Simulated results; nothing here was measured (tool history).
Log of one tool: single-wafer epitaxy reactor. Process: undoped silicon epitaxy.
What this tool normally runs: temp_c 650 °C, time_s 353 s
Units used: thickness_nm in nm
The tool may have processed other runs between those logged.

run,hour,temp_c,time_s,"read-back reference wafer on the same gauge, thickness_nm",thickness_nm
1,0.0,653,353,66.471,59.993
2,73.1,656,353,66.495,63.809
3,374.9,656,353,66.354,64.296
4,438.6,656,353,66.320,63.716
5,544.4,650,353,66.404,56.467
6,631.9,650,353,66.400,56.362
7,679.1,657,384,66.300,71.293
# hour 701.8: pyrometer calibrated
8,728.2,657,384,66.379,69.686
9,834.8,657,384,66.412,69.796
10,885.8,650,353,66.419,55.642
11,940.9,650,353,66.424,55.790
12,1001.2,650,353,66.324,55.574
# hour 1011.7: gauge calibrated
13,1105.6,650,399,66.449,62.937
14,1150.7,650,385,66.383,60.580
15,1200.8,650,353,66.480,55.623
16,1264.3,650,331,66.402,52.383
17,1361.0,650,292,66.373,46.301
18,1566.8,650,353,66.428,55.854
19,1672.2,650,353,66.459,56.190
20,1729.4,642,328,66.429,44.085
21,1766.6,650,353,66.311,56.137
22,1850.2,643,353,66.440,48.332
23,1893.1,650,353,66.514,56.198
24,1995.0,637,353,66.461,42.417
25,2102.2,641,299,66.522,39.270

Below are 5 alternative next runs, each starting from the tool's condition after run 25. Predict each:
A,2102.7,650,323,?,?
B,2102.7,664,298,?,?
C,2102.7,645,303,?,?
D,2102.7,650,311,?,?
E,2102.7,663,326,?,?

run,"read-back reference wafer on the same gauge, thickness_nm",thickness_nm
A,66.487,51.394
B,66.487,63.658
C,66.487,43.305
D,66.487,49.484
E,66.487,68.209
Stripped of hidden state, with their random variation kept, the same runs would have yielded:
run,thickness_nm
A,50.614
B,62.720
C,42.641
D,48.734
E,67.202

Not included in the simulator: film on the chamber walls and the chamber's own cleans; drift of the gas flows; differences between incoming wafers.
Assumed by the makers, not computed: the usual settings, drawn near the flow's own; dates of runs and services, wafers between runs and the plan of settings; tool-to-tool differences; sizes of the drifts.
